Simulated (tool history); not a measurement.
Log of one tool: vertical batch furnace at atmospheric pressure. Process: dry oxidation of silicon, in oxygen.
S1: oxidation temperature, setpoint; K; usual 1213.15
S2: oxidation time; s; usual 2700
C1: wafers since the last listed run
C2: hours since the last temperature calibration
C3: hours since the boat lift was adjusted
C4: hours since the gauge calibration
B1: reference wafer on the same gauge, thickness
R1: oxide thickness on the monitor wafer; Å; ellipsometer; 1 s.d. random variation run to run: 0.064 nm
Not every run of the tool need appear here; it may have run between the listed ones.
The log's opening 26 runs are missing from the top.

{"run": 27, "hour": 1379.9, "S1": 1199.15, "S2": 1800, "C1": 1241, "C2": 456.1, "C3": 962.8, "C4": 925.0, "B1": 29.68, "R1": 254.1}
{"run": 28, "hour": 1406.3, "S1": 1191.15, "S2": 2070, "C1": 519, "C2": 482.5, "C3": 989.2, "C4": 951.4, "B1": 29.72, "R1": 254.1}
{"run": 29, "hour": 1443.0, "S1": 1195.15, "S2": 1980, "C1": 722, "C2": 519.2, "C3": 1025.9, "C4": 988.1, "B1": 29.69, "R1": 255.0}
{"run": 30, "hour": 1486.7, "S1": 1197.15, "S2": 3390, "C1": 859, "C2": 562.9, "C3": 1069.6, "C4": 1031.8, "B1": 29.71, "R1": 309.4}
{"run": 31, "hour": 1518.2, "S1": 1195.15, "S2": 2700, "C1": 619, "C2": 594.4, "C3": 1101.1, "C4": 1063.3, "B1": 29.69, "R1": 282.6}
{"run": 32, "hour": 1542.3, "S1": 1213.15, "S2": 2280, "C1": 474, "C2": 618.5, "C3": 1125.2, "C4": 1087.4, "B1": 29.72, "R1": 290.7}
{"run": 33, "hour": 1600.9, "S1": 1205.15, "S2": 3240, "C1": 1152, "C2": 677.1, "C3": 1183.8, "C4": 1146.0, "B1": 29.67, "R1": 318.1}
{"run": 34, "hour": 1668.7, "S1": 1191.15, "S2": 2700, "C1": 1333, "C2": 744.9, "C3": 1251.6, "C4": 1213.8, "B1": 29.68, "R1": 276.5}
{"run": 35, "hour": 1717.2, "S1": 1197.15, "S2": 2700, "C1": 954, "C2": 793.4, "C3": 1300.1, "C4": 1262.3, "B1": 29.7, "R1": 284.3}
{"run": 36, "hour": 1747.9, "S1": 1190.15, "S2": 2010, "C1": 603, "C2": 824.1, "C3": 1330.8, "C4": 1293.0, "B1": 29.73, "R1": 252.4}
{"run": 37, "hour": 1799.1, "S1": 1213.15, "S2": 2700, "C1": 1007, "C2": 875.3, "C3": 1382.0, "C4": 1344.2, "B1": 29.68, "R1": 309.1}
{"run": 38, "hour": 1849.5, "S1": 1237.15, "S2": 1650, "C1": 991, "C2": 925.7, "C3": 1432.4, "C4": 1394.6, "B1": 29.68, "R1": 288.4}
{"run": 39, "hour": 1880.6, "S1": 1237.15, "S2": 1650, "C1": 611, "C2": 956.8, "C3": 1463.5, "C4": 1425.7, "B1": 29.67, "R1": 290.0}

Predict each of these 4 candidate next runs independently; none follows another, all start after run 39:
{"run": "A", "hour": 1885.3, "S1": 1213.15, "S2": 2700, "C1": 92, "C2": 961.5, "C3": 1468.2, "C4": 1430.4, "B1": "?", "R1": "?"}
{"run": "B", "hour": 1885.3, "S1": 1233.15, "S2": 2190, "C1": 92, "C2": 961.5, "C3": 1468.2, "C4": 1430.4, "B1": "?", "R1": "?"}
{"run": "C", "hour": 1885.3, "S1": 1203.15, "S2": 3180, "C1": 92, "C2": 961.5, "C3": 1468.2, "C4": 1430.4, "B1": "?", "R1": "?"}
{"run": "D", "hour": 1885.3, "S1": 1235.15, "S2": 2700, "C1": 92, "C2": 961.5, "C3": 1468.2, "C4": 1430.4, "B1": "?", "R1": "?"}

run=A B1=29.72 R1=310.1
run=B B1=29.72 R1=316.8
run=C B1=29.72 R1=312.7
run=D B1=29.72 R1=348.6
Without the tool's hidden state the same runs would have given:
run=A R1=306.5
run=B R1=313.7
run=C R1=308.8
run=D R1=345.0

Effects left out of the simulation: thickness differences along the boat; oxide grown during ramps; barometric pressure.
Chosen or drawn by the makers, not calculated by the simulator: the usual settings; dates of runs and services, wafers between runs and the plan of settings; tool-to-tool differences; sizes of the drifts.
